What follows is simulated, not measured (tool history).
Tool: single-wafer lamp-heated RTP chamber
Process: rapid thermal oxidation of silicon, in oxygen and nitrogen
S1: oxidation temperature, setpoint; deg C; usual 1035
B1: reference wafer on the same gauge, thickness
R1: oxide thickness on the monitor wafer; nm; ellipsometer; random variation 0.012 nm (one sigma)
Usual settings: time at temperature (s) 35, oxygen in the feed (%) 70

Run 1, hour 0: usual settings; B1 6.341. Result: R1 5.56 nm.
Run 2, hour 9.7: usual settings; B1 6.34. Result: R1 5.558 nm.
Run 3, hour 48.7: usual settings but oxygen in the feed (%) 91; B1 6.34. Result: R1 6.134 nm.
Run 4, hour 58.4: usual settings but oxygen in the feed (%) 91; B1 6.341. Result: R1 6.117 nm.
Run 5, hour 76.2: usual settings but oxygen in the feed (%) 91; B1 6.34. Result: R1 6.141 nm.
Run 6, hour 83.6: usual settings but S1 1017 deg C, oxygen in the feed (%) 50; B1 6.342. Result: R1 4.433 nm.
Run 7, hour 95.2: usual settings; B1 6.34. Result: R1 5.604 nm.
Run 8, hour 108.8: usual settings; B1 6.34. Result: R1 5.619 nm.
Run 9, hour 120.8: usual settings but S1 1025 deg C; B1 6.339. Result: R1 5.248 nm.
Run 10, hour 136.2: usual settings but S1 1025 deg C; B1 6.34. Result: R1 5.254 nm.
Run 11, hour 143.3: usual settings but S1 1025 deg C; B1 6.34. Result: R1 5.24 nm.
Run 12, hour 151: usual settings; B1 6.34. Result: R1 5.633 nm.
At hour 153.8: gauge calibrated.
Run 13, hour 160.7: usual settings; B1 6.339. Result: R1 5.614 nm.
Run 14, hour 174.5: usual settings; B1 6.342. Result: R1 5.653 nm.
Run 15, hour 188: usual settings; B1 6.34. Result: R1 5.671 nm.
Run 16, hour 200.5: usual settings; B1 6.338. Result: R1 5.664 nm.
Run 17, hour 213.4: usual settings; B1 6.34. Result: R1 5.679 nm.
Run 18, hour 228.2: usual settings but S1 1047 deg C, time at temperature (s) 49, oxygen in the feed (%) 94; B1 6.34. Result: R1 7.913 nm.
Run 19, hour 235.7: usual settings; B1 6.342. Result: R1 5.696 nm.
At hour 252.6: pyrometer window cleaned and pyrometer calibrated.
Run 20, hour 253.1: usual settings but S1 1006 deg C; B1 6.34. Result: R1 4.56 nm.
Run 21, hour 258.8: usual settings; B1 6.339. Result: R1 5.562 nm.
Run 22, hour 268: usual settings but time at temperature (s) 19, oxygen in the feed (%) 97; B1 6.34. Result: R1 4.838 nm.
Run 23, hour 282.9: usual settings but S1 1006 deg C, time at temperature (s) 21; B1 6.337. Result: R1 3.757 nm.
Run 24, hour 300.6: usual settings but time at temperature (s) 28, oxygen in the feed (%) 55; B1 6.339. Result: R1 4.702 nm.
Run 25, hour 316.7: usual settings but S1 1062 deg C, oxygen in the feed (%) 80; B1 6.337. Result: R1 7.002 nm.
At hour 337.7: oxygen flow controller replaced.
Run 26, hour 338.2: usual settings but time at temperature (s) 18, oxygen in the feed (%) 45; B1 6.342. Result: R1 3.718 nm.
Run 27, hour 342.4: usual settings but oxygen in the feed (%) 85; B1 6.341. Result: R1 5.973 nm.
Run 28, hour 358.4: usual settings but S1 1050 deg C, time at temperature (s) 43; B1 6.339. Result: R1 6.806 nm.
Run 29, hour 376.2: usual settings but S1 1024 deg C; B1 6.34. Result: R1 5.188 nm.
Run 30, hour 383.6: usual settings but time at temperature (s) 19, oxygen in the feed (%) 97; B1 6.337. Result: R1 4.868 nm.
Run 31, hour 395: usual settings but S1 1056 deg C, oxygen in the feed (%) 44; B1 6.341. Result: R1 5.528 nm.
Run 32, hour 409.9: usual settings but S1 1014 deg C, time at temperature (s) 43, oxygen in the feed (%) 57; B1 6.339. Result: R1 4.933 nm.
Run 33, hour 418.4: usual settings but S1 1007 deg C, time at temperature (s) 43; B1 6.34. Result: R1 5.036 nm.
Run 34, hour 428.3: usual settings; B1 6.34. Result: R1 5.635 nm.
Run 35, hour 443.5: usual settings but S1 1021 deg C, time at temperature (s) 19, oxygen in the feed (%) 96; B1 6.34. Result: R1 4.441 nm.
Run 36, hour 457.6: usual settings but time at temperature (s) 21; B1 6.342. Result: R1 4.569 nm.
Run 37, hour 466.7: usual settings but oxygen in the feed (%) 81; B1 6.339. Result: R1 5.946 nm.
Run 38, hour 482.4: usual settings but S1 1061 deg C, oxygen in the feed (%) 78; B1 6.34. Result: R1 7.023 nm.

The tool's hidden state at each run:
deviation of the oxygen flow from its setpoint, %: 0 in every run
gauge reads high (%): 0 in every run
H1: true wafer temperature minus pyrometer reading, K
run     H1
  1  0.258
  2  0.279
  3  0.451
  4  0.516
  5  0.658
  6  0.726
  7  0.842
  8  0.995
  9   1.14
 10   1.36
 11   1.46
 12   1.58
 13   1.74
 14   1.98
 15   2.23
 16   2.48
 17   2.75
 18   3.08
 19   3.26
 20  0.147
 21  0.149
 22  0.158
 23   0.19
 24  0.255
 25   0.34
 26  0.491
 27  0.525
 28  0.672
 29  0.864
 30  0.952
 31    1.1
 32   1.31
 33   1.44
 34    1.6
 35   1.86
 36   2.12
 37    2.3
 38   2.62
